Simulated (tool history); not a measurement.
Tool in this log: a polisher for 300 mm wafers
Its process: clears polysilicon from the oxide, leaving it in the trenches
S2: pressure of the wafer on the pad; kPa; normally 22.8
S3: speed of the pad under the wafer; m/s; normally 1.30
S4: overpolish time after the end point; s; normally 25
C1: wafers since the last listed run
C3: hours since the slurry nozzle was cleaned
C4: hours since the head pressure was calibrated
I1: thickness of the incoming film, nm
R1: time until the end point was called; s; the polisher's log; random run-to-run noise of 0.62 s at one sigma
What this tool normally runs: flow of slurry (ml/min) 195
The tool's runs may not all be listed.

run 1 hour=0.0 | flow_of_slurry_(ml/min)=195 S2=22.8 S3=1.30 S4=25 | C1=0 wafers_polished_on_this_pad=143 C3=292.4 C4=375.8 | I1=800.7 | R1=42.5
run 2 hour=18.8 | flow_of_slurry_(ml/min)=195 S2=22.8 S3=1.30 S4=25 | C1=147 wafers_polished_on_this_pad=291 C3=311.2 C4=394.6 | I1=797.5 | R1=42.3
run 3 hour=28.1 | flow_of_slurry_(ml/min)=195 S2=22.8 S3=1.30 S4=25 | C1=73 wafers_polished_on_this_pad=364 C3=320.5 C4=403.9 | I1=787.3 | R1=42.6
run 4 hour=35.1 | flow_of_slurry_(ml/min)=195 S2=22.8 S3=1.30 S4=25 | C1=55 wafers_polished_on_this_pad=419 C3=327.5 C4=410.9 | I1=786.7 | R1=41.4
run 5 hour=48.4 | flow_of_slurry_(ml/min)=195 S2=22.8 S3=1.30 S4=25 | C1=104 wafers_polished_on_this_pad=524 C3=340.8 C4=424.2 | I1=803.8 | R1=43.4
run 6 hour=56.4 | flow_of_slurry_(ml/min)=195 S2=22.8 S3=1.30 S4=25 | C1=62 wafers_polished_on_this_pad=587 C3=348.8 C4=432.2 | I1=802.8 | R1=44.2
run 7 hour=73.0 | flow_of_slurry_(ml/min)=195 S2=22.8 S3=1.30 S4=25 | C1=130 wafers_polished_on_this_pad=717 C3=365.4 C4=448.8 | I1=792.9 | R1=43.6
run 8 hour=87.1 | flow_of_slurry_(ml/min)=195 S2=22.8 S3=1.30 S4=25 | C1=110 wafers_polished_on_this_pad=828 C3=379.5 C4=462.9 | I1=791.6 | R1=45.1
run 9 hour=97.1 | flow_of_slurry_(ml/min)=195 S2=22.8 S3=1.30 S4=25 | C1=78 wafers_polished_on_this_pad=907 C3=389.5 C4=472.9 | I1=781.9 | R1=42.8
-- hour=106.3 worn pad replaced by a new one
run 10 hour=106.8 | flow_of_slurry_(ml/min)=195 S2=22.8 S3=1.30 S4=25 | C1=44 wafers_polished_on_this_pad=4 C3=399.2 C4=482.6 | I1=783.6 | R1=44.1
-- hour=112.1 slurry nozzle cleaned
run 11 hour=122.9 | flow_of_slurry_(ml/min)=195 S2=22.8 S3=1.30 S4=25 | C1=118 wafers_polished_on_this_pad=122 C3=10.8 C4=498.7 | I1=783.8 | R1=37.5
run 12 hour=130.9 | flow_of_slurry_(ml/min)=195 S2=22.8 S3=1.30 S4=25 | C1=62 wafers_polished_on_this_pad=185 C3=18.8 C4=506.7 | I1=781.0 | R1=39.3
run 13 hour=147.3 | flow_of_slurry_(ml/min)=195 S2=22.8 S3=1.30 S4=25 | C1=129 wafers_polished_on_this_pad=314 C3=35.2 C4=523.1 | I1=789.6 | R1=39.1
run 14 hour=153.8 | flow_of_slurry_(ml/min)=195 S2=22.8 S3=1.30 S4=25 | C1=51 wafers_polished_on_this_pad=366 C3=41.7 C4=529.6 | I1=798.0 | R1=38.9
run 15 hour=169.0 | flow_of_slurry_(ml/min)=195 S2=27.6 S3=1.14 S4=25 | C1=119 wafers_polished_on_this_pad=485 C3=56.9 C4=544.8 | I1=784.4 | R1=36.8
run 16 hour=185.2 | flow_of_slurry_(ml/min)=170 S2=30.3 S3=1.10 S4=15 | C1=127 wafers_polished_on_this_pad=613 C3=73.1 C4=561.0 | I1=794.4 | R1=36.0
run 17 hour=194.8 | flow_of_slurry_(ml/min)=265 S2=22.8 S3=1.30 S4=34 | C1=75 wafers_polished_on_this_pad=688 C3=82.7 C4=570.6 | I1=798.3 | R1=37.0
run 18 hour=201.3 | flow_of_slurry_(ml/min)=195 S2=22.8 S3=1.30 S4=25 | C1=51 wafers_polished_on_this_pad=740 C3=89.2 C4=577.1 | I1=783.9 | R1=38.7
run 19 hour=214.4 | flow_of_slurry_(ml/min)=195 S2=27.6 S3=1.30 S4=25 | C1=103 wafers_polished_on_this_pad=843 C3=102.3 C4=590.2 | I1=780.2 | R1=33.5
-- hour=220.3 worn pad replaced by a new one
run 20 hour=224.5 | flow_of_slurry_(ml/min)=195 S2=22.8 S3=1.30 S4=25 | C1=48 wafers_polished_on_this_pad=33 C3=112.4 C4=600.3 | I1=800.3 | R1=41.0
run 21 hour=231.5 | flow_of_slurry_(ml/min)=195 S2=24.8 S3=1.30 S4=31 | C1=55 wafers_polished_on_this_pad=88 C3=119.4 C4=607.3 | I1=781.2 | R1=35.6
-- hour=240.3 head pressure recalibrated
run 22 hour=244.8 | flow_of_slurry_(ml/min)=195 S2=20.0 S3=1.30 S4=25 | C1=88 wafers_polished_on_this_pad=177 C3=132.7 C4=4.5 | I1=793.0 | R1=44.3
run 23 hour=261.7 | flow_of_slurry_(ml/min)=195 S2=22.8 S3=1.30 S4=25 | C1=133 wafers_polished_on_this_pad=310 C3=149.6 C4=21.4 | I1=782.2 | R1=39.3
run 24 hour=273.0 | flow_of_slurry_(ml/min)=195 S2=22.8 S3=1.30 S4=25 | C1=88 wafers_polished_on_this_pad=399 C3=160.9 C4=32.7 | I1=793.0 | R1=40.1
run 25 hour=285.3 | flow_of_slurry_(ml/min)=250 S2=22.8 S3=1.14 S4=25 | C1=96 wafers_polished_on_this_pad=495 C3=173.2 C4=45.0 | I1=792.5 | R1=43.7
run 26 hour=299.1 | flow_of_slurry_(ml/min)=150 S2=22.8 S3=1.30 S4=25 | C1=108 wafers_polished_on_this_pad=604 C3=187.0 C4=58.8 | I1=790.7 | R1=44.1
run 27 hour=313.4 | flow_of_slurry_(ml/min)=235 S2=22.8 S3=1.30 S4=25 | C1=112 wafers_polished_on_this_pad=717 C3=201.3 C4=73.1 | I1=787.5 | R1=38.4
-- hour=333.9 worn pad replaced by a new one
run 28 hour=334.4 | flow_of_slurry_(ml/min)=260 S2=22.8 S3=1.16 S4=25 | C1=133 wafers_polished_on_this_pad=3 C3=222.3 C4=94.1 | I1=792.0 | R1=43.1
run 29 hour=341.3 | flow_of_slurry_(ml/min)=165 S2=29.0 S3=1.72 S4=30 | C1=54 wafers_polished_on_this_pad=58 C3=229.2 C4=101.0 | I1=801.9 | R1=27.4

Alternative continuations, all from the tool just after run 29; predict every row:
run A hour=341.7 | flow_of_slurry_(ml/min)=195 S2=22.8 S3=1.52 S4=25 | C1=3 wafers_polished_on_this_pad=61 C3=229.6 C4=101.4 | I1=793.3 | R1=?
run B hour=341.7 | flow_of_slurry_(ml/min)=195 S2=22.8 S3=1.30 S4=35 | C1=3 wafers_polished_on_this_pad=61 C3=229.6 C4=101.4 | I1=793.3 | R1=?
run C hour=341.7 | flow_of_slurry_(ml/min)=140 S2=22.8 S3=1.64 S4=14 | C1=3 wafers_polished_on_this_pad=61 C3=229.6 C4=101.4 | I1=793.3 | R1=?

run=A R1=35.8
run=B R1=41.4
run=C R1=36.5
Had the tool no hidden state, the same runs would have come out as:
run=A R1=33.2
run=B R1=38.4
run=C R1=32.9
